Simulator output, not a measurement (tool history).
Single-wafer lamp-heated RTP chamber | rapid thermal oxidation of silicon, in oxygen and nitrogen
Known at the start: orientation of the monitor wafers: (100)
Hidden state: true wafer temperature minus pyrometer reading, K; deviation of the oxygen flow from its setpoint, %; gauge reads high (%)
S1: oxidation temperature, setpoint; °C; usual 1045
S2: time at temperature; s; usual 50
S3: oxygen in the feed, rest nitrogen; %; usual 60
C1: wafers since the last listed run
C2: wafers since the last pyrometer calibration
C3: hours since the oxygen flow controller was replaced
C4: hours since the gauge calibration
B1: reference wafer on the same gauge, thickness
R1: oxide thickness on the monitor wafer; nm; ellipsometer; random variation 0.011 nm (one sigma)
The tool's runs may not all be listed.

run	hour	S1	S2	S3	C1	C2	C3	C4	B1	R1
1	0.0	1068	50	60	0	5863	3069.2	127.9	6.119	8.752
2	28.9	1045	63	60	293	6157	3098.1	156.8	6.120	8.324
3	66.1	1045	63	60	378	6535	3135.3	194.0	6.119	8.325
# hour 111.9: pyrometer window cleaned and pyrometer calibrated
4	124.2	1045	50	60	509	125	3193.4	252.1	6.119	7.434
5	171.8	1045	50	60	483	609	3241.0	299.7	6.120	7.437
6	275.0	1045	50	60	1049	1658	3344.2	402.9	6.119	7.483
7	396.6	1045	50	60	1236	2895	3465.8	524.5	6.123	7.476
8	463.2	1045	50	60	677	3572	3532.4	591.1	6.120	7.495
9	522.9	1045	50	60	606	4179	3592.1	650.8	6.119	7.506
10	564.5	1045	50	60	422	4602	3633.7	692.4	6.120	7.497
11	691.9	1045	50	60	1295	5897	3761.1	819.8	6.120	7.502

The next listed run, before its measurement:
12	737.6	1035	41	51	464	6362	3806.8	865.5	?	?

Run 12 gave B1 6.120, R1 6.085 nm.
Without the tool's hidden state the same run would have given R1 6.034 nm.
